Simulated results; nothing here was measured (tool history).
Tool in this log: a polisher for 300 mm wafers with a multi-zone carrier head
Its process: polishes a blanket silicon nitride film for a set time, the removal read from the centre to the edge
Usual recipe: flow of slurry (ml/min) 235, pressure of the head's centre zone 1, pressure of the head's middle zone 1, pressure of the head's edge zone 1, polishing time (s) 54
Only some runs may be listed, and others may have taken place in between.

| run | day | flow of slurry (ml/min) | pressure of the head's centre zone | pressure of the head's middle zone | pressure of the head's edge zone | polishing time (s) | wafers since the last listed run | wafers polished on this pad | hours since the slurry nozzle was cleaned | hours since the centre zone pressure was calibrated | hours since the edge zone pressure was calibrated | hours since the carrier head's membrane was replaced | incoming thickness of the incoming film, nm | film removed at the wafer's centre (Å) | film removed at mid-radius (Å) | film removed at the wafer's edge (Å) |
|---|---|---|---|---|---|---|---|---|---|---|---|---|---|---|---|---|
| 1 | 0 | 235 | 1 | 1 | 1 | 54 | 0 | 84 | 611.3 | 418 | 1151.7 | 1606.7 | 451.3 | 845 | 1005 | 1018 |
| 2 | 0.671 | 235 | 1 | 1 | 1 | 54 | 212 | 297 | 627.4 | 434.1 | 1167.8 | 1622.8 | 453.2 | 837 | 1010 | 1034 |
| 3 | 0.979 | 235 | 1 | 1 | 1 | 54 | 97 | 394 | 634.8 | 441.5 | 1175.2 | 1630.2 | 454.8 | 841 | 985 | 1021 |
| 4 | 1.521 | 235 | 1 | 1 | 1 | 54 | 171 | 566 | 647.8 | 454.5 | 1188.2 | 1643.2 | 449.3 | 843 | 1007 | 1028 |
| 5 | 2.225 | 235 | 1 | 1 | 1 | 54 | 222 | 789 | 664.7 | 471.4 | 1205.1 | 1660.1 | 449.3 | 847 | 1000 | 1020 |
|  | 2.446 | worn pad replaced by a new one |
| 6 | 2.604 | 235 | 1 | 1 | 1 | 54 | 67 | 49 | 673.8 | 480.5 | 1214.2 | 1669.2 | 450.6 | 833 | 999 | 1005 |
| 7 | 3.154 | 235 | 1 | 1 | 1 | 54 | 174 | 223 | 687 | 493.7 | 1227.4 | 1682.4 | 446.1 | 824 | 1017 | 1012 |
| 8 | 4.892 | 260 | 1 | 1 | 1 | 54 | 549 | 773 | 728.7 | 535.4 | 1269.1 | 1724.1 | 447.6 | 843 | 1004 | 1021 |
|  | 4.996 | slurry nozzle cleaned |
|  | 5.188 | worn pad replaced by a new one |
| 9 | 5.312 | 235 | 1 | 1 | 1 | 54 | 67 | 39 | 7.6 | 545.5 | 1279.2 | 1734.2 | 456.7 | 839 | 1003 | 1014 |
|  | 5.788 | carrier head's membrane replaced by a new one |
| 10 | 5.808 | 160 | 1 | 1 | 1 | 67 | 91 | 130 | 19.5 | 557.4 | 1291.1 | 0.5 | 449.3 | 964 | 1203 | 1191 |
| 11 | 6.296 | 235 | 1 | 1 | 1.09 | 54 | 154 | 284 | 31.2 | 569.1 | 1302.8 | 12.2 | 449.8 | 837 | 1006 | 1063 |
|  | 6.488 | edge zone pressure recalibrated |
| 12 | 6.912 | 170 | 0.92 | 1.09 | 1 | 69 | 168 | 453 | 46 | 583.9 | 10.2 | 27 | 455.6 | 921 | 1321 | 1274 |
|  | 7.275 | centre zone pressure recalibrated |
| 13 | 7.296 | 235 | 1 | 1 | 1 | 54 | 94 | 548 | 55.2 | 0.5 | 19.4 | 36.2 | 447.4 | 982 | 1012 | 1003 |
|  | 7.55 | worn pad replaced by a new one |
| 14 | 8.038 | 235 | 1 | 0.97 | 1 | 38 | 182 | 153 | 73 | 18.3 | 37.2 | 54 | 450.5 | 687 | 691 | 720 |
| 15 | 8.358 | 270 | 1 | 1 | 1.03 | 62 | 101 | 255 | 80.7 | 26 | 44.9 | 61.7 | 451.9 | 1138 | 1186 | 1199 |
| 16 | 8.667 | 235 | 1 | 1 | 1.12 | 54 | 97 | 353 | 88.1 | 33.4 | 52.3 | 69.1 | 446.6 | 973 | 1015 | 1092 |
| 17 | 9.058 | 235 | 1 | 0.89 | 1 | 49 | 123 | 477 | 97.5 | 42.8 | 61.7 | 78.5 | 453.3 | 869 | 838 | 928 |
| 18 | 9.379 | 165 | 0.88 | 1.09 | 1 | 54 | 101 | 578 | 105.2 | 50.5 | 69.4 | 86.2 | 452.7 | 804 | 1017 | 983 |
| 19 | 9.746 | 235 | 1 | 1 | 1 | 54 | 116 | 694 | 114 | 59.3 | 78.2 | 95 | 448.2 | 965 | 997 | 1020 |

Results for each run, recomputed without the tool's hidden state and with each run's random variation untouched:
The tool's hidden condition here consists of: removal rate lost through wear of the pad, %; slurry flow missing at the pad, %; deviation of the centre zone's pressure from its setpoint, %; deviation of the edge zone's pressure from its setpoint, %.
| run | film removed at the wafer's centre (Å) |
|---|---|
| 1 | 979 |
| 2 | 971 |
| 3 | 976 |
| 4 | 980 |
| 5 | 986 |
| 6 | 970 |
| 7 | 960 |
| 8 | 985 |
| 9 | 981 |
| 10 | 1128 |
| 11 | 980 |
| 12 | 1080 |
| 13 | 963 |
| 14 | 680 |
| 15 | 1132 |
| 16 | 972 |
| 17 | 872 |
| 18 | 810 |
| 19 | 976 |
For film removed at mid-radius (Å), the value without the hidden state is never more than 1 from the measured value.
For film removed at the wafer's edge (Å), the value without the hidden state matches the measurement in each run.

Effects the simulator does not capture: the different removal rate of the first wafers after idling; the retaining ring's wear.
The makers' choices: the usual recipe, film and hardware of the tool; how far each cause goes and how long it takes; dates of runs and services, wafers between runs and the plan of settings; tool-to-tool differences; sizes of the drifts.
